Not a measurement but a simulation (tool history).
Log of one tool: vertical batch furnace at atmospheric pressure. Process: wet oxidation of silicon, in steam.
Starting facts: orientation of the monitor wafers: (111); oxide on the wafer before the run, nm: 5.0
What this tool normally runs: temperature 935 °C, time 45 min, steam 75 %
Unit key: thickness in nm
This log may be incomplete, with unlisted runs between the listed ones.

run,hour,temperature,time,steam,wafers since the last listed run,hours since the last temperature calibration,hours since the steam generator was serviced,hours since the gauge calibration,"read-back reference wafer on the same gauge, thickness",thickness
1,0,927,45,75,0,3157.9,2581.5,404.9,252.11,207.21
2,35.1,927,45,75,691,3193,2616.6,440,251.69,204.09
3,63.1,935,45,75,551,3221,2644.6,468,252.28,220.14
4,136.9,935,45,75,1453,3294.8,2718.4,541.8,251.97,219.37
5,164.1,935,45,75,535,3322,2745.6,569,252.24,220.65
6,194.9,935,45,75,606,3352.8,2776.4,599.8,252.09,219.89
7,207.6,935,45,75,250,3365.5,2789.1,612.5,252.04,219.29
8,222.3,935,39,75,289,3380.2,2803.8,627.2,251.9,197.17
9,251.1,935,45,75,567,3409,2832.6,656,252.45,219.97
10,264,935,45,75,254,3421.9,2845.5,668.9,252.48,219.11
11,282.6,935,45,75,366,3440.5,2864.1,687.5,251.85,221.08
# hour 313.3: thermocouples replaced and temperature profile calibrated
12,313.8,918,45,75,141,0.5,2895.3,718.7,252.89,185.98
13,396,918,45,75,1619,82.7,2977.5,800.9,251.44,189.15
14,421.7,918,45,75,506,108.4,3003.2,826.6,252.32,188.51
15,434.8,916,45,67,258,121.5,3016.3,839.7,251.77,167.67
# hour 449.5: gauge calibrated
# hour 460.9: steam generator serviced
16,463.5,927,28,65,92,150.2,2.6,14,252.02,125.6
17,495.3,951,29.5,75,626,182,34.4,45.8,251.93,186.32
18,509.2,935,45,75,273,195.9,48.3,59.7,252.3,221.96
19,536.9,935,45,80,545,223.6,76,87.4,252.2,228.82
20,567.2,954,25.5,75,596,253.9,106.3,117.7,251.6,169.44
21,581.4,916,45,86,279,268.1,120.5,131.9,251.99,205.61
22,599.6,916,45,75,358,286.3,138.7,150.1,252.22,185.2
23,624.7,955,58,82,494,311.4,163.8,175.2,252.71,334.55
24,659.9,935,31,75,693,346.6,199,210.4,251.49,165.36
25,695.6,935,45,75,703,382.3,234.7,246.1,251.71,218.44
26,712,920,45,75,323,398.7,251.1,262.5,251.74,191.13
27,733.9,935,58.5,75,431,420.6,273,284.4,251.71,268.51
28,769.5,935,28,75,701,456.2,308.6,320,251.68,151.57
29,791.1,955,51.5,72,425,477.8,330.2,341.6,251.51,277.91
30,825.5,935,45,75,677,512.2,364.6,376,251.5,219.53
31,840.6,946,58.5,63,297,527.3,379.7,391.1,251.82,258.99

Alternative continuations, all from the tool just after run 31; predict every row:
A,844.4,935,45,79,74,531.1,383.5,394.9,?,?
B,844.4,946,27,82,74,531.1,383.5,394.9,?,?
C,844.4,935,23,83,74,531.1,383.5,394.9,?,?
D,844.4,952,45,75,74,531.1,383.5,394.9,?,?

run,"read-back reference wafer on the same gauge, thickness",thickness
A,252.49,229.69
B,252.49,176.7
C,252.49,141.4
D,252.49,255.96
Without the tool's hidden state the same runs would have given:
run,thickness
A,229.69
B,176.7
C,141.4
D,255.96

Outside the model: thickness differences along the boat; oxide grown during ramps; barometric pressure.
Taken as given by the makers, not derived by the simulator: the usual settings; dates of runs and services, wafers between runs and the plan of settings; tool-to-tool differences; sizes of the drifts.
